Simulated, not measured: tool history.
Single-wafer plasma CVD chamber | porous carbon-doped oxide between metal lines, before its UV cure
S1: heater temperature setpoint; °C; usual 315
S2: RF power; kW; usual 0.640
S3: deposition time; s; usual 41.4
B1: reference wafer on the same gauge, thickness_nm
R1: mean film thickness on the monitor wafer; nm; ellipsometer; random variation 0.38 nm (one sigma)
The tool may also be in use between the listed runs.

| run | hour | S1 | S2 | S3 | B1 | R1 |
|---|---|---|---|---|---|---|
| 1 | 0.0 | 315 | 0.640 | 41.4 | 235.964 | 237.639 |
| 2 | 15.1 | 315 | 0.640 | 41.4 | 235.998 | 237.748 |
| 3 | 22.1 | 315 | 0.640 | 41.4 | 236.041 | 237.237 |
| 4 | 31.5 | 322 | 0.640 | 41.4 | 235.960 | 229.598 |
| 5 | 39.9 | 322 | 0.640 | 41.4 | 235.979 | 229.150 |
| 6 | 53.7 | 315 | 0.640 | 41.4 | 235.874 | 237.328 |
|  | 76.5 | RF generator calibrated |
| 7 | 77.0 | 315 | 0.735 | 43.2 | 236.079 | 287.390 |
|  | 107.2 | showerhead replaced |
| 8 | 107.7 | 315 | 0.735 | 43.2 | 236.062 | 287.578 |
| 9 | 114.8 | 315 | 0.640 | 39.1 | 236.016 | 237.004 |
|  | 125.6 | thermocouple changed; heater temperature recalibrated |
| 10 | 129.9 | 315 | 0.640 | 39.1 | 236.055 | 236.034 |
| 11 | 146.0 | 315 | 0.550 | 47.0 | 235.953 | 253.339 |
|  | 152.7 | gauge calibrated |
| 12 | 158.4 | 315 | 0.640 | 41.4 | 236.015 | 249.748 |
| 13 | 166.1 | 306 | 0.710 | 49.0 | 235.989 | 331.554 |
| 14 | 182.1 | 328 | 0.580 | 45.2 | 235.945 | 238.320 |
| 15 | 192.2 | 303 | 0.640 | 39.3 | 235.948 | 252.089 |
| 16 | 198.3 | 315 | 0.640 | 41.4 | 236.020 | 250.220 |
| 17 | 204.6 | 315 | 0.640 | 41.4 | 235.965 | 249.731 |
| 18 | 216.1 | 315 | 0.580 | 41.4 | 236.021 | 232.524 |
| 19 | 224.6 | 315 | 0.640 | 41.4 | 235.983 | 249.559 |
| 20 | 231.2 | 330 | 0.690 | 38.9 | 235.929 | 231.063 |
| 21 | 241.3 | 306 | 0.535 | 43.7 | 236.035 | 240.910 |
| 22 | 252.1 | 306 | 0.640 | 41.4 | 235.963 | 260.038 |

Forecast each of these 5 alternatives for the next run:
| A | 252.5 | 315 | 0.640 | 41.4 | ? | ? |
| B | 252.5 | 315 | 0.550 | 36.5 | ? | ? |
| C | 252.5 | 306 | 0.735 | 38.2 | ? | ? |
| D | 252.5 | 315 | 0.640 | 49.1 | ? | ? |
| E | 252.5 | 311 | 0.740 | 41.4 | ? | ? |

| run | B1 | R1 |
|---|---|---|
| A | 236.043 | 249.077 |
| B | 236.043 | 197.219 |
| C | 236.043 | 265.490 |
| D | 236.043 | 294.271 |
| E | 236.043 | 281.398 |
Without the tool's hidden state the same runs would have given:
| run | R1 |
|---|---|
| A | 251.795 |
| B | 199.417 |
| C | 268.343 |
| D | 297.482 |
| E | 284.421 |

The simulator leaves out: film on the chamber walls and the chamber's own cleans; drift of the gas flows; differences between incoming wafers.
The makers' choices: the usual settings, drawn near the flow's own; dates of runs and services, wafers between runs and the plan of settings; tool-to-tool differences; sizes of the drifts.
